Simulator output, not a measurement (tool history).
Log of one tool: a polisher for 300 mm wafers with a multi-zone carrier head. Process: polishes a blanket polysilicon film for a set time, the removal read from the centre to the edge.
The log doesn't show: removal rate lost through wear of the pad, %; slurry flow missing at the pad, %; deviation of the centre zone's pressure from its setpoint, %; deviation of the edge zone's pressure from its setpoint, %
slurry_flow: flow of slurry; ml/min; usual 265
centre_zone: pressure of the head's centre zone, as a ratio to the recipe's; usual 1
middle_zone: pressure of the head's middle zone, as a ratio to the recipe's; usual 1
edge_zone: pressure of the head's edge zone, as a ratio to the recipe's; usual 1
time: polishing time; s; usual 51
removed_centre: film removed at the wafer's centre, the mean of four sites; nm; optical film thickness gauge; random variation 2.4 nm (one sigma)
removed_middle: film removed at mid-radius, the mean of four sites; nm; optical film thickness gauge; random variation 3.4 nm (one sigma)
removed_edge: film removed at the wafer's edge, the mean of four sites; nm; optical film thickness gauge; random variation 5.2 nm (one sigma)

run   hour  slurry_flow  centre_zone  middle_zone  edge_zone  time  wafers since the last listed run  wafers polished on this pad  hours since the slurry nozzle was cleaned  hours since the centre zone pressure was calibrated  hours since the edge zone pressure was calibrated  hours since the carrier head's membrane was replaced  incoming thickness of the incoming film, nm  removed_centre  removed_middle  removed_edge
  1      0          265            1            1          1    51                                 0                          220                                      413.7                                                818.8                                              507.3                                                1028.3                                       1414.5           353.3           355.4         364.1
  2   32.9          265            1            1       1.08    51                               513                          733                                      446.6                                                851.7                                              540.2                                                1061.2                                       1393.6             335           346.9         356.1
  3   68.9          265            1            1       1.08    51                               561                         1295                                      482.6                                                887.7                                              576.2                                                1097.2                                       1392.7           325.7           333.8         347.8
      83.5  -- worn pad replaced by a new one
  4   86.5          265            1            1          1    51                               212                           46                                      500.2                                                905.3                                              593.8                                                1114.8                                       1399.5           359.2           365.3         362.6
  5  100.9          265            1            1          1    51                               224                          271                                      514.6                                                919.7                                              608.2                                                1129.2                                       1411.7           352.6           364.2         367.2
  6  117.2          265            1            1          1    51                               254                          525                                      530.9                                                  936                                              624.5                                                1145.5                                       1394.9           348.5           359.3         357.2
  7  151.6          265            1            1          1    51                               536                         1062                                      565.3                                                970.4                                              658.9                                                1179.9                                       1403.4           342.6           346.2         350.5
     183.3  -- worn pad replaced by a new one
  8  183.8          265            1            1          1    51                               440                            8                                      597.5                                               1002.6                                              691.1                                                1212.1                                       1418.4           351.8           359.8         363.4
  9  215.3          265            1            1          1    51                               491                          499                                        629                                               1034.1                                              722.6                                                1243.6                                       1409.9           342.7           347.9         343.9
 10    238          265         0.93            1          1    51                               354                          854                                      651.7                                               1056.8                                              745.3                                                1266.3                                       1419.5           312.1           344.1         351.1
     256.8  -- carrier head's membrane replaced by a new one
 11  257.3          340         1.11            1          1    51                               223                         1077                                        671                                               1076.1                                              764.6                                                   0.5                                       1413.8           377.9           351.1         345.9
     272.6  -- worn pad replaced by a new one
 12  273.1          265            1            1          1    51                               184                            7                                      686.8                                               1091.9                                              780.4                                                  16.3                                       1415.8           350.6           368.5         363.8
     298.5  -- slurry nozzle cleaned
 13  300.4          265            1         0.95       0.96    51                               410                          418                                        1.9                                               1119.2                                              807.7                                                  43.6                                       1409.1           344.5           339.5         353.6
     317.4  -- edge zone pressure recalibrated
 14  335.9          265         1.07            1          1    65                               522                          940                                       37.4                                               1154.7                                               18.5                                                  79.1                                       1391.5           452.3           439.8         437.6
     361.2  -- centre zone pressure recalibrated
     364.5  -- worn pad replaced by a new one
 15    365          235         0.96            1       0.92    51                               370                            7                                       66.5                                                  3.8                                               47.6                                                 108.2                                         1410           338.5           361.9         352.5
 16  381.6          265            1            1          1    51                               259                          266                                       83.1                                                 20.4                                               64.2                                                 124.8                                       1393.2           350.4           359.3         357.9
 17  397.1          210            1         0.96          1    51                               241                          508                                       98.6                                                 35.9                                               79.7                                                 140.3                                       1412.1           331.5             331         353.3
 18  416.4          340         1.11            1          1    51                               301                          809                                      117.9                                                 55.2                                                 99                                                 159.6                                       1405.7           393.1           351.2         362.6
 19  437.5          310         0.96            1          1    51                               329                         1138                                        139                                                 76.3                                              120.1                                                 180.7                                       1404.7           327.5           346.6         340.9
     453.3  -- worn pad replaced by a new one
 20  458.7          265            1            1          1    51                               268                           83                                      160.2                                                 97.5                                              141.3                                                 201.9                                       1408.2           352.4           352.8         346.4
 21  479.6          200            1            1          1    66                               326                          410                                      181.1                                                118.4                                              162.2                                                 222.8                                       1405.2           424.8           445.7           443

4 ways to go on from here, each from the tool as it stands after run 21. What would each give?
  A   480          265            1         0.94          1    51                                 6                          416                                      181.5                                                118.8                                              162.6                                                 223.2                                       1396.3               ?               ?             ?
  B   480          350            1         0.93          1    40                                 6                          416                                      181.5                                                118.8                                              162.6                                                 223.2                                       1396.3               ?               ?             ?
  C   480          310            1            1          1    51                                 6                          416                                      181.5                                                118.8                                              162.6                                                 223.2                                       1396.3               ?               ?             ?
  D   480          265         0.94         0.92       1.05    65                                 6                          416                                      181.5                                                118.8                                              162.6                                                 223.2                                       1396.3               ?               ?             ?

run  removed_centre  removed_middle  removed_edge
  A           345.7           335.6           348
  B           279.3             268         278.6
  C             352           359.3           352
  D           413.9           420.3         450.8
Without the tool's hidden state the same runs would have given:
run  removed_centre  removed_middle  removed_edge
  A           359.3           348.8         361.6
  B           290.2           278.5         289.5
  C           365.9           373.3         365.8
  D           430.2           436.7         468.5
